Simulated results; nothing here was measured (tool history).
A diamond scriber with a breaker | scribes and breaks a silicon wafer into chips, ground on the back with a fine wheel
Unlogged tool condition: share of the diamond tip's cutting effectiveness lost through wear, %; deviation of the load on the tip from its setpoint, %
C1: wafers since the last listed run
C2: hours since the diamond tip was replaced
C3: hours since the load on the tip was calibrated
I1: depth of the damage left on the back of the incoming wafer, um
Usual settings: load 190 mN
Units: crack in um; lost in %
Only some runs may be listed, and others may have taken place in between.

Run 1, hour 0.0: usual settings; C1 0; C2 802.5; C3 1001.7; I1 2.16. Result: crack 7.34 um, lost 3.64 %.
Run 2, hour 37.4: usual settings but load 158 mN; C1 108; C2 839.9; C3 1039.1; I1 1.79. Result: crack 6.51 um, lost 9.16 %.
Run 3, hour 90.9: usual settings but load 158 mN; C1 154; C2 893.4; C3 1092.6; I1 2.07. Result: crack 6.55 um, lost 10.36 %.
Run 4, hour 156.8: usual settings; C1 190; C2 959.3; C3 1158.5; I1 2.31. Result: crack 7.27 um, lost 5.02 %.
Run 5, hour 194.6: usual settings; C1 109; C2 997.1; C3 1196.3; I1 2.59. Result: crack 7.31 um, lost 6.20 %.
Run 6, hour 264.7: usual settings but load 210 mN; C1 202; C2 1067.2; C3 1266.4; I1 1.52. Result: crack 7.72 um, lost 1.45 %.
At hour 291.3: diamond tip replaced by a new one.
Run 7, hour 351.6: usual settings but load 210 mN; C1 245; C2 60.3; C3 1353.3; I1 1.92. Result: crack 8.52 um, lost 2.03 %.
Run 8, hour 398.5: usual settings; C1 135; C2 107.2; C3 1400.2; I1 3.00. Result: crack 8.00 um, lost 5.82 %.
At hour 465.2: load on the tip recalibrated.
Run 9, hour 473.4: usual settings but load 159 mN; C1 210; C2 182.1; C3 8.2; I1 1.79. Result: crack 7.00 um, lost 5.21 %.
Run 10, hour 581.2: usual settings but load 222 mN; C1 311; C2 289.9; C3 116.0; I1 1.56. Result: crack 8.67 um, lost 1.81 %.
Run 11, hour 663.5: usual settings; C1 237; C2 372.2; C3 198.3; I1 2.27. Result: crack 7.71 um, lost 3.30 %.
Run 12, hour 702.4: usual settings but load 159 mN; C1 112; C2 411.1; C3 237.2; I1 2.10. Result: crack 6.64 um, lost 7.04 %.
Run 13, hour 775.4: usual settings but load 217 mN; C1 211; C2 484.1; C3 310.2; I1 2.90. Result: crack 8.41 um, lost 4.33 %.
Run 14, hour 863.8: usual settings but load 155 mN; C1 255; C2 572.5; C3 398.6; I1 2.61. Result: crack 6.65 um, lost 11.73 %.
Run 15, hour 964.1: usual settings but load 166 mN; C1 289; C2 672.8; C3 498.9; I1 2.43. Result: crack 6.83 um, lost 8.56 %.

Each row is a separate what-if for the run after 15, all from the same tool condition, not one after another. Results?
Run A, hour 964.7: usual settings; C1 1; C2 673.4; C3 499.5; I1 2.19. Result: crack ?, lost ?.
Run B, hour 964.7: usual settings but load 221 mN; C1 1; C2 673.4; C3 499.5; I1 2.19. Result: crack ?, lost ?.
Run C, hour 964.7: usual settings but load 156 mN; C1 1; C2 673.4; C3 499.5; I1 2.19. Result: crack ?, lost ?.
Run D, hour 964.7: usual settings but load 167 mN; C1 1; C2 673.4; C3 499.5; I1 2.19. Result: crack ?, lost ?.
Run E, hour 964.7: usual settings but load 142 mN; C1 1; C2 673.4; C3 499.5; I1 2.19. Result: crack ?, lost ?.

run  crack   lost
  A   7.54   3.29
  B   8.38   2.13
  C   6.55   9.27
  D   6.88   6.65
  E   6.13  13.73
What these runs would have given with no unlogged condition in the tool:
run  crack  lost
  A   8.13  2.15
  B   9.04  3.15
  C   7.07  5.45
  D   7.42  3.72
  E   6.61  8.80

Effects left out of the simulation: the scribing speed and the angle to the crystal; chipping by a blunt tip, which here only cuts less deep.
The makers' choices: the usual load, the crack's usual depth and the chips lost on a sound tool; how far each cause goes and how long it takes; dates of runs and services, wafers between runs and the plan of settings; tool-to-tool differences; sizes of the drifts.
